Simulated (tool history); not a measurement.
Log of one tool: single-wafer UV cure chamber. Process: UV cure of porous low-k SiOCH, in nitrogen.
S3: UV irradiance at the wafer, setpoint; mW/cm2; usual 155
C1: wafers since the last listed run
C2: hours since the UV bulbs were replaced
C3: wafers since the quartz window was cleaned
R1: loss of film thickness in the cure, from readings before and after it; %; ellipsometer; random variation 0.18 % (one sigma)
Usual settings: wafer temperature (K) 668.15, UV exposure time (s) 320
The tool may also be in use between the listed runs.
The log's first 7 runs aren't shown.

run 8 hour=165.6 | wafer_temperature_(K)=668.15 UV_exposure_time_(s)=320 S3=155 | C1=109 C2=2084.3 C3=2780 | R1=13.515
run 9 hour=196.1 | wafer_temperature_(K)=668.15 UV_exposure_time_(s)=320 S3=155 | C1=149 C2=2114.8 C3=2930 | R1=13.423
-- hour=232.1 UV bulbs replaced
run 10 hour=232.6 | wafer_temperature_(K)=668.15 UV_exposure_time_(s)=320 S3=155 | C1=139 C2=0.5 C3=3069 | R1=16.833
run 11 hour=262.6 | wafer_temperature_(K)=677.15 UV_exposure_time_(s)=320 S3=155 | C1=147 C2=30.5 C3=3217 | R1=16.911
-- hour=293.7 quartz window cleaned
run 12 hour=294.2 | wafer_temperature_(K)=677.15 UV_exposure_time_(s)=320 S3=155 | C1=115 C2=62.1 C3=2 | R1=18.264
run 13 hour=312.3 | wafer_temperature_(K)=677.15 UV_exposure_time_(s)=320 S3=155 | C1=88 C2=80.2 C3=91 | R1=18.324
run 14 hour=343.2 | wafer_temperature_(K)=668.15 UV_exposure_time_(s)=320 S3=139 | C1=151 C2=111.1 C3=242 | R1=17.402
run 15 hour=359.5 | wafer_temperature_(K)=668.15 UV_exposure_time_(s)=320 S3=139 | C1=79 C2=127.4 C3=322 | R1=17.469
run 16 hour=373.8 | wafer_temperature_(K)=668.15 UV_exposure_time_(s)=420 S3=186 | C1=70 C2=141.7 C3=393 | R1=20.45
run 17 hour=393.8 | wafer_temperature_(K)=668.15 UV_exposure_time_(s)=385 S3=140 | C1=98 C2=161.7 C3=491 | R1=18.792
run 18 hour=420.3 | wafer_temperature_(K)=668.15 UV_exposure_time_(s)=320 S3=123 | C1=130 C2=188.2 C3=621 | R1=16.636
run 19 hour=444.3 | wafer_temperature_(K)=659.15 UV_exposure_time_(s)=320 S3=155 | C1=117 C2=212.2 C3=739 | R1=17.795
run 20 hour=520.9 | wafer_temperature_(K)=682.15 UV_exposure_time_(s)=500 S3=134 | C1=375 C2=288.8 C3=1115 | R1=19.624
run 21 hour=543.4 | wafer_temperature_(K)=674.15 UV_exposure_time_(s)=135 S3=141 | C1=110 C2=311.3 C3=1225 | R1=12.548
run 22 hour=573.6 | wafer_temperature_(K)=655.15 UV_exposure_time_(s)=430 S3=155 | C1=148 C2=341.5 C3=1373 | R1=19.177
run 23 hour=594.7 | wafer_temperature_(K)=668.15 UV_exposure_time_(s)=320 S3=155 | C1=103 C2=362.6 C3=1477 | R1=17.429
run 24 hour=611.1 | wafer_temperature_(K)=668.15 UV_exposure_time_(s)=200 S3=155 | C1=80 C2=379 C3=1557 | R1=14.777
run 25 hour=639.6 | wafer_temperature_(K)=668.15 UV_exposure_time_(s)=505 S3=175 | C1=139 C2=407.5 C3=1697 | R1=20.518
run 26 hour=668 | wafer_temperature_(K)=659.15 UV_exposure_time_(s)=320 S3=136 | C1=139 C2=435.9 C3=1837 | R1=16.4
run 27 hour=691.2 | wafer_temperature_(K)=668.15 UV_exposure_time_(s)=320 S3=155 | C1=113 C2=459.1 C3=1950 | R1=17.307
run 28 hour=712.8 | wafer_temperature_(K)=668.15 UV_exposure_time_(s)=320 S3=182 | C1=106 C2=480.7 C3=2056 | R1=18.354
run 29 hour=725 | wafer_temperature_(K)=668.15 UV_exposure_time_(s)=320 S3=137 | C1=59 C2=492.9 C3=2116 | R1=16.606
run 30 hour=739.2 | wafer_temperature_(K)=668.15 UV_exposure_time_(s)=320 S3=155 | C1=69 C2=507.1 C3=2186 | R1=17.191

Forecast each of these 3 alternatives for the next run:
run A hour=739.7 | wafer_temperature_(K)=682.15 UV_exposure_time_(s)=320 S3=155 | C1=2 C2=507.6 C3=2188 | R1=?
run B hour=739.7 | wafer_temperature_(K)=683.15 UV_exposure_time_(s)=500 S3=141 | C1=2 C2=507.6 C3=2188 | R1=?
run C hour=739.7 | wafer_temperature_(K)=655.15 UV_exposure_time_(s)=320 S3=155 | C1=2 C2=507.6 C3=2188 | R1=?

run=A R1=17.546
run=B R1=19.594
run=C R1=16.945
Without the tool's hidden state the same runs would have given:
run=A R1=18.684
run=B R1=20.742
run=C R1=18.079
